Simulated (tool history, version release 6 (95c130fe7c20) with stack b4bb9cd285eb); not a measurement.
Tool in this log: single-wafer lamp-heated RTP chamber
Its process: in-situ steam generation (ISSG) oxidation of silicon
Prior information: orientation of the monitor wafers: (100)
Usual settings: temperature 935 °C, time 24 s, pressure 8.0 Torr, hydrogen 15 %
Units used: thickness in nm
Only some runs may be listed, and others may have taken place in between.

run,hour,temperature,time,pressure,hydrogen,"read-back reference wafer on the same gauge, thickness",thickness
1,0.0,935,24,8.0,15,5.421,4.625
2,47.3,935,24,8.0,15,5.425,4.635
3,111.3,935,24,8.0,15,5.420,4.641
# hour 260.4: pyrometer window cleaned and pyrometer calibrated
4,309.0,935,18,8.0,15,5.422,4.090
5,352.4,935,18,8.0,15,5.420,4.117
6,409.3,935,24,8.0,15,5.421,4.645
# hour 424.8: pressure gauge zeroed
7,462.2,935,24,8.0,15,5.418,4.650
8,495.1,935,24,8.0,15,5.422,4.659
9,537.5,935,24,8.0,15,5.419,4.662
10,586.6,935,24,8.0,15,5.425,4.667
11,638.2,935,29,8.0,15,5.420,5.082
# hour 640.7: gauge calibrated
12,693.5,935,29,8.0,15,5.422,5.085
# hour 710.8: pyrometer window cleaned and pyrometer calibrated
13,752.1,927,21,8.5,11,5.423,4.003
14,792.6,935,24,8.0,15,5.418,4.617
15,861.2,955,15,8.0,11,5.416,3.783
16,929.7,935,24,8.0,25,5.418,5.219
17,970.0,935,20,6.9,11,5.419,4.005
# hour 1021.8: hydrogen flow controller replaced
18,1022.3,935,24,8.0,15,5.421,4.671
# hour 1050.3: pyrometer window cleaned and pyrometer calibrated
19,1055.0,920,18,7.3,23,5.421,4.322
20,1082.1,935,15,8.0,24,5.421,4.274
21,1216.8,935,29,9.3,15,5.423,5.040
22,1282.9,935,24,8.0,15,5.426,4.685
23,1338.0,917,24,9.0,15,5.421,4.416
# hour 1348.0: gauge calibrated
24,1387.2,935,18,8.0,18,5.417,4.328

Below, each run's measurement less what the same run would have read without the hidden state. Both values contain the same run-to-run variation, but the gauge's scatter may not be the same in both:
The tool's hidden condition here consists of: true wafer temperature minus pyrometer reading, K; true pressure minus gauge reading, Torr; deviation of the hydrogen flow from its setpoint, %; gauge reads high (%).
run,thickness
1,+0.055
2,+0.069
3,+0.082
4,+0.028
5,+0.043
6,+0.071
7,+0.081
8,+0.086
9,+0.091
10,+0.095
11,+0.112
12,+0.115
13,+0.024
14,+0.050
15,+0.054
16,+0.097
17,+0.072
18,+0.095
19,+0.018
20,+0.031
21,+0.102
22,+0.101
23,+0.092
24,+0.092
